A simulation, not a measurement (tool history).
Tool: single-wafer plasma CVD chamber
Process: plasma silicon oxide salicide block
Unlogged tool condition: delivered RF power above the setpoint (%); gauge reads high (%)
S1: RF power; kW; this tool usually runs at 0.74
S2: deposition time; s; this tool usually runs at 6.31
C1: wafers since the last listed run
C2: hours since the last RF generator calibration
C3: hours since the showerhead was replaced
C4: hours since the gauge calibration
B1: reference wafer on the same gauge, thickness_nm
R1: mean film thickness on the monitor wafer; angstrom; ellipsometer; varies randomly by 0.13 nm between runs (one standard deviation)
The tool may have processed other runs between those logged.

run	hour	S1	S2	C1	C2	C3	C4	B1	R1
1	0	0.74	6.31	0	1639.7	3241	462.5	71.019	766.73
2	13.1	0.74	6.31	632	1652.8	3254.1	475.6	70.986	767.01
3	45.6	0.74	6.31	1568	1685.3	3286.6	508.1	70.997	766.39
4	80.3	0.74	6.31	1674	1720	3321.3	542.8	71.012	765.52
5	112.8	0.74	6.31	1568	1752.5	3353.8	575.3	71.002	764.54
6	125	0.74	6.31	588	1764.7	3366	587.5	70.988	765.57
7	142.1	0.7	6.31	825	1781.8	3383.1	604.6	70.982	756.14
8	158.8	0.74	6.31	805	1798.5	3399.8	621.3	71.021	766.56
9	182.5	0.74	6.31	1143	1822.2	3423.5	645	71.018	764.06
10	198.8	0.74	6.31	786	1838.5	3439.8	661.3	70.987	764.58
11	217.8	0.74	6.31	916	1857.5	3458.8	680.3	70.981	765.17
12	243.9	0.74	6.31	1259	1883.6	3484.9	706.4	70.997	766.21
13	256.7	0.74	6.31	617	1896.4	3497.7	719.2	71.001	763.1
14	277.7	0.74	6.77	1013	1917.4	3518.7	740.2	70.983	820.43
15	308.8	0.74	6.31	1500	1948.5	3549.8	771.3	70.983	764.73
# hour 313.1: gauge calibrated
16	340.5	0.815	6.31	1529	1980.2	3581.5	27.4	70.996	784.34
17	367.7	0.815	6.31	1312	2007.4	3608.7	54.6	71.003	783.65
18	383.1	0.815	6.31	742	2022.8	3624.1	70	70.976	781.87
19	415.1	0.64	5.8	1543	2054.8	3656.1	102	70.997	678.44
20	455.4	0.64	5.8	1944	2095.1	3696.4	142.3	70.992	678.09
# hour 488.5: showerhead replaced
21	489	0.74	6.31	1235	2128.7	0.5	175.9	71.011	763.22
22	509.7	0.6	5.74	998	2149.4	21.2	196.6	71.013	660.59
23	536.5	0.74	5.69	1293	2176.2	48	223.4	71.012	687.04
24	563.4	0.655	5.82	1297	2203.1	74.9	250.3	71.016	684.32
25	597.5	0.74	7.51	1645	2237.2	109	284.4	70.999	906.5
26	617.3	0.74	6.65	955	2257	128.8	304.2	71.007	802.85
27	642	0.82	5.64	1191	2281.7	153.5	328.9	70.99	698.34
28	655.7	0.74	6.31	660	2295.4	167.2	342.6	70.991	762.01
29	686.4	0.74	6.74	1481	2326.1	197.9	373.3	71	813.87
30	708.7	0.74	6.31	1075	2348.4	220.2	395.6	71.024	759.44
31	740.3	0.78	5.11	1524	2380	251.8	427.2	70.991	623.63
# hour 759.2: RF generator calibrated
32	773.3	0.605	5.34	1206	14.1	284.8	460.2	71.02	622.63
33	788.8	0.86	7.2	747	29.6	300.3	475.7	71.009	912.76
34	812.5	0.74	6.31	1143	53.3	324	499.4	70.992	772.37
35	843.1	0.74	6.31	1476	83.9	354.6	530	70.993	771.48
36	863.4	0.84	6.31	979	104.2	374.9	550.3	71	797.09

For run 37, what comes out?
37	880.3	0.83	7.28	815	121.1	391.8	567.2	?	?

B1: 71.017
R1: 914.56 angstrom
If the tool had no hidden condition, the same run with the same run-to-run variation would have returned R1 916.63 angstrom.
